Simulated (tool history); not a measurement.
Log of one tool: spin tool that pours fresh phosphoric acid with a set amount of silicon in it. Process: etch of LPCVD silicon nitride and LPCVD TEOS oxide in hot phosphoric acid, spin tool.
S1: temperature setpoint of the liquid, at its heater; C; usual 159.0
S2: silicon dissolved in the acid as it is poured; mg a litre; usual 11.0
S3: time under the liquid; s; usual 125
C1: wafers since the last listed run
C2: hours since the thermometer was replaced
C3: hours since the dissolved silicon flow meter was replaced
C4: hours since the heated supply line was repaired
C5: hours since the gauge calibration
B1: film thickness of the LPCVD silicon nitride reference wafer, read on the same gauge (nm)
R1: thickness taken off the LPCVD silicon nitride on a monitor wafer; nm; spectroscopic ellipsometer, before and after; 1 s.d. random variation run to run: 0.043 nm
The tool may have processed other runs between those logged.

run,day,S1,S2,S3,C1,C2,C3,C4,C5,B1,R1
1,0.000,159.0,11.0,125,0,1810.8,2590.4,10.1,428.1,69.96,10.81
# day 0.088: dissolved silicon flow meter replaced
# day 0.338: thermometer replaced
# day 0.371: gauge calibrated
2,0.638,159.0,11.0,125,118,7.2,13.2,25.4,6.4,70.01,9.95
3,1.175,159.0,11.0,125,115,20.1,26.1,38.3,19.3,69.98,10.06
4,1.696,159.0,14.0,180,111,32.6,38.6,50.8,31.8,70.01,14.41
5,2.267,158.0,11.0,125,122,46.3,52.3,64.5,45.5,70.00,9.73
6,2.746,159.0,11.0,125,102,57.8,63.8,76.0,57.0,70.00,9.99
7,3.062,157.5,11.0,190,67,65.4,71.4,83.6,64.6,69.99,14.50
8,3.312,157.5,4.0,125,53,71.4,77.4,89.6,70.6,69.99,9.52
9,3.662,159.0,11.0,125,75,79.8,85.8,98.0,79.0,69.99,10.03
10,4.333,159.0,11.0,125,143,95.9,101.9,114.1,95.1,69.99,10.05
11,4.958,159.0,7.0,125,134,110.9,116.9,129.1,110.1,70.01,9.96
12,5.429,159.0,11.0,150,100,122.2,128.2,140.4,121.4,70.03,12.03
13,6.062,161.5,8.0,165,135,137.4,143.4,155.6,136.6,70.01,14.42
14,6.342,160.5,19.0,125,59,144.1,150.1,162.3,143.3,70.00,10.56
15,6.825,161.5,15.0,125,103,155.7,161.7,173.9,154.9,70.01,10.99
16,7.546,159.0,16.5,160,154,173.0,179.0,191.2,172.2,69.98,12.90
17,9.408,157.5,11.0,125,399,217.7,223.7,235.9,216.9,69.99,9.59
18,9.833,159.0,11.0,125,91,227.9,233.9,246.1,227.1,70.01,10.11
19,10.188,161.5,11.0,170,75,236.4,242.4,254.6,235.6,70.00,14.91
20,10.704,161.0,19.0,90,110,248.8,254.8,267.0,248.0,70.02,7.80
21,10.983,161.0,11.0,125,59,255.5,261.5,273.7,254.7,70.02,10.80
22,11.388,159.0,11.0,95,86,265.2,271.2,283.4,264.4,70.01,7.66

Run by run, hidden condition taken away, random variation retained:
Hidden state present: liquid hotter than its thermometer reads (K); dissolved silicon flow below the setpoint (%); temperature lost on the way to the wafer (K); gauge reads high (%).
run,R1
1,9.89
2,9.87
3,9.97
4,14.27
5,9.64
6,9.88
7,14.34
8,9.41
9,9.91
10,9.93
11,9.83
12,11.87
13,14.21
14,10.41
15,10.83
16,12.69
17,9.42
18,9.93
19,14.63
20,7.65
21,10.59
22,7.51
